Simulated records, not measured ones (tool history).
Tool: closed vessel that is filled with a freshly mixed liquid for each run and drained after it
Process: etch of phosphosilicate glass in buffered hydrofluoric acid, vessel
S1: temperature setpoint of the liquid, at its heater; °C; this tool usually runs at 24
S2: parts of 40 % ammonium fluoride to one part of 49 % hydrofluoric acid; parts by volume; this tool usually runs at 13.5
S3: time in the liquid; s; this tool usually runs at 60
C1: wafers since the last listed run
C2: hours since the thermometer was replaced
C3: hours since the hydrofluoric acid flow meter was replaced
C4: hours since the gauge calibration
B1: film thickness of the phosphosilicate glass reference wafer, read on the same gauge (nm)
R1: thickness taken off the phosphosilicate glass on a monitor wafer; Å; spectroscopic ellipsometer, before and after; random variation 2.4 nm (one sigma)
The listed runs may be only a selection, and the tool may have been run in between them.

run 1 day=0 | S1=24 S2=13.5 S3=60 | C1=0 C2=422.6 C3=2150.3 C4=448.4 | B1=109.97 | R1=3055.5
run 2 day=2.425 | S1=24 S2=13.5 S3=60 | C1=8125 C2=480.8 C3=2208.5 C4=506.6 | B1=110.03 | R1=3006.1
run 3 day=5.575 | S1=24 S2=13.5 S3=60 | C1=10554 C2=556.4 C3=2284.1 C4=582.2 | B1=109.95 | R1=2961.9
run 4 day=7.804 | S1=24 S2=13.5 S3=35 | C1=7469 C2=609.9 C3=2337.6 C4=635.7 | B1=109.97 | R1=1758.2
run 5 day=10.754 | S1=23 S2=13.5 S3=60 | C1=9884 C2=680.7 C3=2408.4 C4=706.5 | B1=109.98 | R1=2869.9
run 6 day=12.417 | S1=23 S2=13.5 S3=60 | C1=5570 C2=720.6 C3=2448.3 C4=746.4 | B1=110.02 | R1=2874.8
run 7 day=14.392 | S1=24 S2=13.5 S3=60 | C1=6617 C2=768 C3=2495.7 C4=793.8 | B1=110.05 | R1=2995.9
run 8 day=16.529 | S1=24 S2=13.5 S3=60 | C1=7162 C2=819.3 C3=2547 C4=845.1 | B1=109.99 | R1=3017.1
run 9 day=19.258 | S1=24 S2=13.5 S3=60 | C1=9144 C2=884.8 C3=2612.5 C4=910.6 | B1=110.01 | R1=3080.8
-- day=19.583 hydrofluoric acid flow meter replaced
run 10 day=21.554 | S1=22.5 S2=13.5 S3=70 | C1=7553 C2=939.9 C3=47.3 C4=965.7 | B1=110.05 | R1=2924.8
run 11 day=23.604 | S1=22.5 S2=13.5 S3=70 | C1=6869 C2=989.1 C3=96.5 C4=1014.9 | B1=109.99 | R1=2897.4
run 12 day=26.125 | S1=24 S2=13.5 S3=60 | C1=8446 C2=1049.6 C3=157 C4=1075.4 | B1=109.98 | R1=2663
run 13 day=28.267 | S1=24 S2=13.5 S3=60 | C1=7176 C2=1101 C3=208.4 C4=1126.8 | B1=110.01 | R1=2722.4
run 14 day=29.55 | S1=22.5 S2=13.5 S3=70 | C1=4300 C2=1131.8 C3=239.2 C4=1157.6 | B1=110 | R1=2921.3
run 15 day=31.171 | S1=24 S2=16 S3=30 | C1=5430 C2=1170.7 C3=278.1 C4=1196.5 | B1=110.01 | R1=1142.5
run 16 day=32.767 | S1=26.5 S2=13.5 S3=60 | C1=5347 C2=1209 C3=316.4 C4=1234.8 | B1=109.99 | R1=3090.5
run 17 day=35.475 | S1=24 S2=13.5 S3=60 | C1=9074 C2=1274 C3=381.4 C4=1299.8 | B1=110.03 | R1=2695.1
run 18 day=36.542 | S1=27 S2=11 S3=70 | C1=3574 C2=1299.6 C3=407 C4=1325.4 | B1=110 | R1=4630.4
-- day=36.775 gauge calibrated
-- day=37.4 thermometer replaced
run 19 day=37.792 | S1=27 S2=13.5 S3=90 | C1=4048 C2=9.4 C3=437 C4=24.4 | B1=109.99 | R1=5116.8
run 20 day=40.467 | S1=27.5 S2=9 S3=60 | C1=8963 C2=73.6 C3=501.2 C4=88.6 | B1=109.98 | R1=5021.2
run 21 day=43.121 | S1=27.5 S2=13.5 S3=85 | C1=8893 C2=137.3 C3=564.9 C4=152.3 | B1=109.97 | R1=4912
run 22 day=45.025 | S1=24 S2=13.5 S3=60 | C1=6380 C2=183 C3=610.6 C4=198 | B1=110.01 | R1=2878.4
run 23 day=46.9 | S1=21 S2=11 S3=50 | C1=6282 C2=228 C3=655.6 C4=243 | B1=109.99 | R1=2469.5
run 24 day=48.733 | S1=24 S2=18 S3=40 | C1=6143 C2=272 C3=699.6 C4=287 | B1=110 | R1=1478.5
run 25 day=50.829 | S1=24 S2=11.5 S3=50 | C1=7022 C2=322.3 C3=749.9 C4=337.3 | B1=110.01 | R1=2791.3
run 26 day=52.988 | S1=24 S2=13.5 S3=60 | C1=7232 C2=374.1 C3=801.7 C4=389.1 | B1=109.96 | R1=2933.9

Predict each of these 4 candidate next runs independently; none follows another, all start after run 26:
run A day=53.017 | S1=24 S2=13.5 S3=80 | C1=97 C2=374.8 C3=802.4 C4=389.8 | B1=? | R1=?
run B day=53.017 | S1=29 S2=17 S3=60 | C1=97 C2=374.8 C3=802.4 C4=389.8 | B1=? | R1=?
run C day=53.017 | S1=26 S2=9 S3=45 | C1=97 C2=374.8 C3=802.4 C4=389.8 | B1=? | R1=?
run D day=53.017 | S1=19.5 S2=10.5 S3=60 | C1=97 C2=374.8 C3=802.4 C4=389.8 | B1=? | R1=?

run=A B1=110.02 R1=3858.4
run=B B1=110.02 R1=3022.4
run=C B1=110.02 R1=3488.2
run=D B1=110.02 R1=2867.7
The same runs, with their run-to-run variation unchanged, on a tool lacking any hidden condition would have given:
run=A R1=3733
run=B R1=2921.4
run=C R1=3351.5
run=D R1=2789.9

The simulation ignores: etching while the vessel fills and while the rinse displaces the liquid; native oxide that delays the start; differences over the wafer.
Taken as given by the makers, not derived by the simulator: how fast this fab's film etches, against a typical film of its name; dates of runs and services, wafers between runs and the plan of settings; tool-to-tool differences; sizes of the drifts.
